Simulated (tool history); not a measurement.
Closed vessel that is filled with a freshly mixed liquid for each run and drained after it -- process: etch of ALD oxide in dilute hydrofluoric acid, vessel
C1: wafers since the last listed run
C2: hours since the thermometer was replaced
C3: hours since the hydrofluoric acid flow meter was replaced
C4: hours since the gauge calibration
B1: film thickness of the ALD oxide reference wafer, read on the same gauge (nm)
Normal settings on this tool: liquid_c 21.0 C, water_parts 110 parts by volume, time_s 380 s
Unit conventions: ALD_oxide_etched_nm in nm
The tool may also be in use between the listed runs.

Run 1, hour 0.0: usual settings; C1 0; C2 1207.8; C3 804.8; C4 501.5; B1 130.00. Result: ALD_oxide_etched_nm 67.53 nm.
Run 2, hour 14.6: usual settings but water_parts 140 parts by volume, time_s 465 s; C1 920; C2 1222.4; C3 819.4; C4 516.1; B1 129.98. Result: ALD_oxide_etched_nm 62.94 nm.
Run 3, hour 66.4: usual settings; C1 3264; C2 1274.2; C3 871.2; C4 567.9; B1 130.00. Result: ALD_oxide_etched_nm 68.74 nm.
Run 4, hour 92.9: usual settings; C1 1669; C2 1300.7; C3 897.7; C4 594.4; B1 130.00. Result: ALD_oxide_etched_nm 67.48 nm.
Run 5, hour 109.8: usual settings; C1 1064; C2 1317.6; C3 914.6; C4 611.3; B1 129.99. Result: ALD_oxide_etched_nm 67.94 nm.
Run 6, hour 133.4: usual settings; C1 1487; C2 1341.2; C3 938.2; C4 634.9; B1 129.99. Result: ALD_oxide_etched_nm 67.72 nm.
Run 7, hour 149.1: usual settings but water_parts 135 parts by volume; C1 989; C2 1356.9; C3 953.9; C4 650.6; B1 129.97. Result: ALD_oxide_etched_nm 54.36 nm.
Run 8, hour 170.0: usual settings but water_parts 135 parts by volume; C1 1317; C2 1377.8; C3 974.8; C4 671.5; B1 129.98. Result: ALD_oxide_etched_nm 53.55 nm.
Run 9, hour 205.3: usual settings but water_parts 135 parts by volume; C1 2224; C2 1413.1; C3 1010.1; C4 706.8; B1 130.03. Result: ALD_oxide_etched_nm 54.64 nm.
At hour 209.5: thermometer replaced.
At hour 219.6: gauge calibrated.
Run 10, hour 234.4: usual settings; C1 1770; C2 24.9; C3 1039.2; C4 14.8; B1 130.02. Result: ALD_oxide_etched_nm 62.97 nm.
Run 11, hour 254.7: usual settings; C1 1279; C2 45.2; C3 1059.5; C4 35.1; B1 130.01. Result: ALD_oxide_etched_nm 62.79 nm.
Run 12, hour 285.6: usual settings; C1 1947; C2 76.1; C3 1090.4; C4 66.0; B1 130.01. Result: ALD_oxide_etched_nm 62.69 nm.
Run 13, hour 313.8: usual settings; C1 1777; C2 104.3; C3 1118.6; C4 94.2; B1 129.98. Result: ALD_oxide_etched_nm 62.86 nm.
Run 14, hour 346.6: usual settings but time_s 570 s; C1 2066; C2 137.1; C3 1151.4; C4 127.0; B1 130.02. Result: ALD_oxide_etched_nm 94.11 nm.
Run 15, hour 369.6: usual settings but liquid_c 22.5 C, water_parts 140 parts by volume, time_s 540 s; C1 1449; C2 160.1; C3 1174.4; C4 150.0; B1 129.99. Result: ALD_oxide_etched_nm 73.89 nm.
Run 16, hour 386.8: usual settings; C1 1083; C2 177.3; C3 1191.6; C4 167.2; B1 130.02. Result: ALD_oxide_etched_nm 63.17 nm.
Run 17, hour 410.9: usual settings but water_parts 70 parts by volume; C1 1518; C2 201.4; C3 1215.7; C4 191.3; B1 129.99. Result: ALD_oxide_etched_nm 105.55 nm.
At hour 428.7: hydrofluoric acid flow meter replaced.
Run 18, hour 465.2: usual settings but liquid_c 18.5 C; C1 3358; C2 255.7; C3 36.5; C4 245.6; B1 130.03. Result: ALD_oxide_etched_nm 57.71 nm.
Run 19, hour 497.0: usual settings but liquid_c 24.0 C; C1 2003; C2 287.5; C3 68.3; C4 277.4; B1 130.03. Result: ALD_oxide_etched_nm 72.79 nm.
Run 20, hour 522.6: usual settings; C1 1613; C2 313.1; C3 93.9; C4 303.0; B1 130.02. Result: ALD_oxide_etched_nm 63.54 nm.
Run 21, hour 535.6: usual settings but liquid_c 17.0 C, water_parts 95 parts by volume; C1 819; C2 326.1; C3 106.9; C4 316.0; B1 130.01. Result: ALD_oxide_etched_nm 64.51 nm.

Estimate the outcome of run 22 from the log above:
Run 22, hour 554.5: usual settings but liquid_c 17.0 C, water_parts 80 parts by volume, time_s 475 s; C1 1190; C2 345.0; C3 125.8; C4 334.9; B1 ?. Result: ALD_oxide_etched_nm ?.

Logged for run 22: B1 129.97, ALD_oxide_etched_nm 97.63 nm.
If the tool had no hidden condition, the same run with the same run-to-run variation would have returned ALD_oxide_etched_nm 93.88 nm.
